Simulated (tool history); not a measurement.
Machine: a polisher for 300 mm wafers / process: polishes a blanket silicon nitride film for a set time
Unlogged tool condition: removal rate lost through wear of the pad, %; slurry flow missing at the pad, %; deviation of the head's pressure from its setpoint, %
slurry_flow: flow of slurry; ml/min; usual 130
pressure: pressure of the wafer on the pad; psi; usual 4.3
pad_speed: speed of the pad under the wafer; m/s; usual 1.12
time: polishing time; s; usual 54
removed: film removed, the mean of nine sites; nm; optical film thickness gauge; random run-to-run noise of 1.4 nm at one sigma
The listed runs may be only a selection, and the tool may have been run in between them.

run,day,slurry_flow,pressure,pad_speed,time,wafers since the last listed run,wafers polished on this pad,hours since the slurry nozzle was cleaned,hours since the head pressure was calibrated,"incoming thickness of the incoming film, nm",removed
1,0,130,4.3,1.12,54,0,589,424,812.4,624.5,102.3
2,0.479,130,4.3,1.12,54,176,766,435.5,823.9,621.1,102.6
3,0.812,130,4.3,1.12,54,122,888,443.5,831.9,609.8,102.3
4,1.496,130,4.3,1.12,54,251,1140,459.9,848.3,627.3,101.2
# day 1.983: worn pad replaced by a new one
5,2.004,130,4.3,1.12,54,125,7,472.1,860.5,621.2,104.6
6,2.338,115,4.3,1.12,54,122,130,480.1,868.5,610.7,99.6
7,2.871,115,4.3,1.12,54,196,326,492.9,881.3,624.9,95.9
8,3.433,115,4.3,1.12,54,207,533,506.4,894.8,616.2,96.9
9,4.158,130,3.7,1.12,54,266,800,523.8,912.2,611.6,88
10,4.625,130,3.7,1.12,54,171,972,535,923.4,618.5,87.6
# day 5.342: worn pad replaced by a new one
11,5.362,130,3.7,1.12,54,210,7,552.7,941.1,619.6,87.7
12,5.458,130,5.2,1.12,54,35,42,555,943.4,626.7,113.1
# day 5.854: slurry nozzle cleaned
13,6.167,130,4.3,1.12,60,245,288,7.5,960.4,624.4,93
14,6.533,105,4.3,1.46,54,135,423,16.3,969.2,624,91.5
15,7.154,130,3.8,1.28,38,228,651,31.2,984.1,625.9,61.3
16,7.404,130,4.3,1.12,54,92,744,37.2,990.1,619.2,84.1
17,7.729,130,4.3,1.12,54,119,863,45,997.9,618.7,83.1
# day 8.258: head pressure recalibrated
# day 8.404: worn pad replaced by a new one
18,8.55,150,3.5,1.24,45,217,53,64.7,7,622,69.4
19,8.888,170,3.2,1.12,54,124,177,72.8,15.1,617.2,74.1
# day 9.042: slurry nozzle cleaned, repeated, since the last time left the tool worse
20,9.346,150,2.8,1.12,45,153,331,7.3,26.1,609.9,69.5
21,9.946,130,5.1,1.12,69,220,552,21.7,40.5,627.9,155.2
22,10.338,115,4.3,1.12,40,144,696,31.1,49.9,622,78.2
23,11.038,130,4.3,1.12,54,257,954,47.9,66.7,620.1,106.2
# day 11.95: worn pad replaced by a new one
24,11.971,160,4.3,1.12,60,282,7,70.3,89.1,620.1,125.3
25,12.696,115,4.3,1.12,64,266,274,87.7,106.5,620.2,123
26,13.158,130,4.3,1.34,54,170,444,98.8,117.6,612.4,123
27,14.375,165,5.2,0.74,54,448,892,128,146.8,612.1,91.8

Branching from run 27: 5 alternative next runs. What would each branch give?
A,14.392,130,4.3,1.12,54,6,898,128.4,147.2,613,?
B,14.392,105,3,0.86,54,6,898,128.4,147.2,613,?
C,14.392,130,4.3,1.12,70,6,898,128.4,147.2,613,?
D,14.392,170,4.3,1.12,41,6,898,128.4,147.2,613,?
E,14.392,85,2.8,0.76,39,6,898,128.4,147.2,613,?

run,removed
A,108.4
B,65.1
C,140.5
D,86.7
E,38.1
What these runs would have given with no unlogged condition in the tool:
run,removed
A,109
B,65.6
C,141.4
D,87.1
E,38.5

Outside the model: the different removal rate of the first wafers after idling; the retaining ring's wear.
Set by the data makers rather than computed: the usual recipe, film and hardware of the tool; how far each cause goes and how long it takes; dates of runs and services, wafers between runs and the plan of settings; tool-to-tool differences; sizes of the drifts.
